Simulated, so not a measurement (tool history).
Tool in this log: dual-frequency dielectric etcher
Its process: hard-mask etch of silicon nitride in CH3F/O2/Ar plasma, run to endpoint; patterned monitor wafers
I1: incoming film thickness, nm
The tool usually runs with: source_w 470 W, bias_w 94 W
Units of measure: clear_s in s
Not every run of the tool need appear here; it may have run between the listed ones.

Run 1, day 0: usual settings; I1 36.47. Result: clear_s 42.7 s.
Run 2, day 0.621: usual settings; I1 36.38. Result: clear_s 42.7 s.
Run 3, day 1.292: usual settings; I1 36.27. Result: clear_s 42.7 s.
Run 4, day 1.8: usual settings; I1 36.07. Result: clear_s 42 s.
Run 5, day 2.308: usual settings; I1 36.17. Result: clear_s 42.2 s.
Run 6, day 2.738: usual settings; I1 36.31. Result: clear_s 41.9 s.
At day 3.271: source power generator calibrated.
Run 7, day 3.296: usual settings; I1 36.45. Result: clear_s 42.5 s.
At day 3.812: bias power generator calibrated.
At day 4.758: wet clean of the chamber.
Run 8, day 4.779: usual settings; I1 36.37. Result: clear_s 44.7 s.
Run 9, day 4.792: usual settings; I1 36.71. Result: clear_s 45.4 s.
At day 6.808: upper electrode replaced, of another model than before.
Run 10, day 6.829: usual settings but source_w 410 W, bias_w 108 W; I1 36.12. Result: clear_s 44.5 s.
Run 11, day 7.292: usual settings but source_w 560 W, bias_w 83 W; I1 36.19. Result: clear_s 43.6 s.
Run 12, day 7.862: usual settings; I1 36.11. Result: clear_s 44 s.
Run 13, day 8.342: usual settings; I1 36.27. Result: clear_s 44.6 s.
Run 14, day 9.042: usual settings; I1 36.17. Result: clear_s 44.2 s.
Run 15, day 9.421: usual settings but bias_w 103 W; I1 36.35. Result: clear_s 43.7 s.
Run 16, day 9.708: usual settings but source_w 510 W, bias_w 72 W; I1 36.3. Result: clear_s 46.2 s.
Run 17, day 9.971: usual settings but source_w 410 W, bias_w 84 W; I1 35.71. Result: clear_s 47.1 s.
Run 18, day 10.458: usual settings but source_w 560 W, bias_w 81 W; I1 36.27. Result: clear_s 43.2 s.

Consider 4 possible next runs. They are alternatives, not a sequence: every one starts from the tool as it was left by run 18. What does each give?
Run A, day 10.475: usual settings but source_w 520 W; I1 36.39. Result: clear_s ?.
Run B, day 10.475: usual settings but source_w 430 W, bias_w 73 W; I1 36.39. Result: clear_s ?.
Run C, day 10.475: usual settings but source_w 380 W; I1 36.39. Result: clear_s ?.
Run D, day 10.475: usual settings but source_w 530 W, bias_w 84 W; I1 36.39. Result: clear_s ?.

run  clear_s
  A     43.1
  B     48.9
  C     47.6
  D     44.1
Take away the tool's hidden state, keep each run's random variation, and the runs would have read:
run  clear_s
  A     43.5
  B     49.4
  C       48
  D     44.5
